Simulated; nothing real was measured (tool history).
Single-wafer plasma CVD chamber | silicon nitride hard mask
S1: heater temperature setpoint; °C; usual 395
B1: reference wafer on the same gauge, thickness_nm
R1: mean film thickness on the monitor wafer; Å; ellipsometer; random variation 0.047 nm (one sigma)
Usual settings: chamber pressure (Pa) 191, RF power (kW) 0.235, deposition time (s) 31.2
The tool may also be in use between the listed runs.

{"run": 1, "hour": 0.0, "S1": 395, "chamber pressure (Pa)": 191, "RF power (kW)": 0.235, "deposition time (s)": 31.2, "B1": 27.41, "R1": 299.7}
{"run": 2, "hour": 12.6, "S1": 395, "chamber pressure (Pa)": 191, "RF power (kW)": 0.235, "deposition time (s)": 31.2, "B1": 27.399, "R1": 299.37}
{"run": 3, "hour": 29.1, "S1": 398, "chamber pressure (Pa)": 208, "RF power (kW)": 0.235, "deposition time (s)": 31.2, "B1": 27.398, "R1": 309.15}
{"run": 4, "hour": 44.6, "S1": 398, "chamber pressure (Pa)": 208, "RF power (kW)": 0.235, "deposition time (s)": 31.2, "B1": 27.404, "R1": 308.6}
{"run": 5, "hour": 56.9, "S1": 398, "chamber pressure (Pa)": 208, "RF power (kW)": 0.235, "deposition time (s)": 31.2, "B1": 27.408, "R1": 308.37}
{"hour": 69.9, "done": "showerhead replaced"}
{"hour": 71.4, "done": "RF generator calibrated"}
{"run": 6, "hour": 71.9, "S1": 395, "chamber pressure (Pa)": 191, "RF power (kW)": 0.215, "deposition time (s)": 31.2, "B1": 27.403, "R1": 295.9}
{"run": 7, "hour": 84.9, "S1": 395, "chamber pressure (Pa)": 191, "RF power (kW)": 0.215, "deposition time (s)": 31.2, "B1": 27.398, "R1": 296.27}
{"run": 8, "hour": 93.3, "S1": 395, "chamber pressure (Pa)": 191, "RF power (kW)": 0.215, "deposition time (s)": 31.2, "B1": 27.408, "R1": 295.3}
{"run": 9, "hour": 99.3, "S1": 405, "chamber pressure (Pa)": 191, "RF power (kW)": 0.2, "deposition time (s)": 25.3, "B1": 27.393, "R1": 230.24}
{"run": 10, "hour": 106.7, "S1": 400, "chamber pressure (Pa)": 191, "RF power (kW)": 0.235, "deposition time (s)": 31.2, "B1": 27.389, "R1": 307.08}
{"hour": 111.2, "done": "gauge calibrated"}
{"hour": 121.4, "done": "thermocouple changed; heater temperature recalibrated"}
{"run": 11, "hour": 122.0, "S1": 395, "chamber pressure (Pa)": 191, "RF power (kW)": 0.235, "deposition time (s)": 31.2, "B1": 27.411, "R1": 306.88}
{"run": 12, "hour": 138.7, "S1": 399, "chamber pressure (Pa)": 223, "RF power (kW)": 0.235, "deposition time (s)": 26.4, "B1": 27.393, "R1": 274.97}
{"run": 13, "hour": 154.8, "S1": 395, "chamber pressure (Pa)": 191, "RF power (kW)": 0.19, "deposition time (s)": 31.2, "B1": 27.407, "R1": 276.99}

Forecast run 14:
{"hour": 165.8, "done": "capacitance manometer re-zeroed and calibrated"}
{"run": 14, "hour": 171.1, "S1": 395, "chamber pressure (Pa)": 191, "RF power (kW)": 0.235, "deposition time (s)": 31.2, "B1": "?", "R1": "?"}

Run 14 gave B1 27.404, R1 305.38 Å.
Without the tool's hidden state the same run would have given R1 311.06 Å.
